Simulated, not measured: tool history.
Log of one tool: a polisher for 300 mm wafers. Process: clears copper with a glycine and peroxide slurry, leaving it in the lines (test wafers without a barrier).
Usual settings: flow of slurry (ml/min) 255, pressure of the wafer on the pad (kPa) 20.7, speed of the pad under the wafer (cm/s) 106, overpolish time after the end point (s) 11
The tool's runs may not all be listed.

run,hour,flow of slurry (ml/min),pressure of the wafer on the pad (kPa),speed of the pad under the wafer (cm/s),overpolish time after the end point (s),wafers since the last listed run,wafers polished on this pad,hours since the slurry nozzle was cleaned,hours since the head pressure was calibrated,"incoming thickness of the incoming film, nm",time until the end point was called (s),dishing of a wide line in a test structure (Å)
1,0.0,255,20.7,86,11,0,301,566.5,863.8,668.9,145.6,265
2,23.9,255,20.7,86,11,162,464,590.4,887.7,671.1,152.8,235
3,64.8,255,20.7,86,11,278,743,631.3,928.6,656.3,149.8,251
4,98.2,255,20.7,106,11,227,970,664.7,962.0,654.0,126.5,276
# hour 102.5: worn pad replaced by a new one
5,116.9,225,20.7,106,11,100,98,683.4,980.7,653.1,118.7,276
6,215.0,225,20.7,106,11,668,767,781.5,1078.8,662.6,128.8,251
7,234.7,255,20.7,106,15,134,901,801.2,1098.5,665.1,132.1,315
8,249.2,255,20.7,106,15,98,1000,815.7,1113.0,675.2,134.0,312
9,276.1,255,20.7,106,15,183,1183,842.6,1139.9,651.1,128.8,318
# hour 284.7: worn pad replaced by a new one
10,292.1,255,20.7,106,16,81,50,858.6,1155.9,664.1,119.1,355
# hour 322.6: slurry nozzle cleaned
11,323.1,255,20.7,126,11,204,254,0.5,1186.9,661.2,99.4,314
12,341.9,255,20.7,82,11,128,382,19.3,1205.7,665.8,147.7,260
13,356.2,255,20.7,82,11,97,480,33.6,1220.0,668.0,153.3,241
14,390.7,255,20.7,106,11,235,715,68.1,1254.5,660.2,120.1,274
# hour 414.8: head pressure recalibrated
15,459.5,305,20.7,106,11,455,1170,136.9,44.7,670.1,122.6,282
# hour 468.3: worn pad replaced by a new one
16,474.9,305,20.7,106,13,77,45,152.3,60.1,667.2,113.3,321
17,487.3,310,20.7,106,11,84,129,164.7,72.5,672.6,113.6,293
18,517.0,255,15.9,142,11,202,332,194.4,102.2,676.2,119.7,280
19,537.0,200,15.9,82,14,136,468,214.4,122.2,663.7,194.5,242
20,557.1,255,20.7,106,11,137,605,234.5,142.3,669.2,123.2,273
21,569.8,305,17.9,106,11,86,692,247.2,155.0,666.3,134.9,252
22,605.2,255,22.8,132,9,241,933,282.6,190.4,668.8,96.5,280
23,624.4,255,20.7,106,11,130,1064,301.8,209.6,673.2,126.2,283
# hour 642.6: worn pad replaced by a new one
24,643.1,165,22.8,90,16,100,3,320.5,228.3,653.0,126.3,350
25,673.5,315,25.5,106,11,207,210,350.9,258.7,662.0,96.6,322
26,686.0,210,26.2,90,14,85,296,363.4,271.2,677.8,118.3,334
27,709.8,230,17.2,106,11,162,458,387.2,295.0,673.8,148.2,245
28,744.0,255,20.7,106,11,233,691,421.4,329.2,666.1,125.8,280
29,776.1,255,20.7,106,11,218,910,453.5,361.3,657.9,126.0,278
# hour 788.4: worn pad replaced by a new one
30,803.8,255,20.7,126,11,161,104,481.2,389.0,655.3,100.5,317
31,829.3,180,26.9,106,11,173,278,506.7,414.5,658.5,99.9,305

Hidden state or all else? Some run-to-run changes of time until the end point was called (s), split into what the settings, what came in and random variation would give without the hidden state, and what is left for the hidden state (with any gauge scatter that isn't in both results):
The hidden state here: removal rate lost through wear of the pad, %; slurry flow missing at the pad, %; deviation of the head's pressure from its setpoint, %.
Run 5 -> 6: no setting changed, nothing entered. time until the end point was called (s) +10.1: hidden state +10.4, all else -0.3.
Run 11 -> 12: speed of the pad under the wafer (cm/s) 126 -> 82. time until the end point was called (s) +48.3: hidden state +4.9, all else +43.4.
Run 15 -> 16: overpolish time after the end point (s) 11 -> 13, worn pad replaced by a new one. time until the end point was called (s) -9.3: hidden state -10.6, all else +1.3.
Run 18 -> 19: flow of slurry (ml/min) 255 -> 200, speed of the pad under the wafer (cm/s) 142 -> 82, overpolish time after the end point (s) 11 -> 14. time until the end point was called (s) +74.8: hidden state +7.6, all else +67.2.
Run 19 -> 20: flow of slurry (ml/min) 200 -> 255, pressure of the wafer on the pad (kPa) 15.9 -> 20.7, speed of the pad under the wafer (cm/s) 82 -> 106, overpolish time after the end point (s) 14 -> 11. time until the end point was called (s) -71.3: hidden state -4.7, all else -66.6.
Run 23 -> 24: flow of slurry (ml/min) 255 -> 165, pressure of the wafer on the pad (kPa) 20.7 -> 22.8, speed of the pad under the wafer (cm/s) 106 -> 90, overpolish time after the end point (s) 11 -> 16, worn pad replaced by a new one. time until the end point was called (s) +0.1: hidden state -10.1, all else +10.2.

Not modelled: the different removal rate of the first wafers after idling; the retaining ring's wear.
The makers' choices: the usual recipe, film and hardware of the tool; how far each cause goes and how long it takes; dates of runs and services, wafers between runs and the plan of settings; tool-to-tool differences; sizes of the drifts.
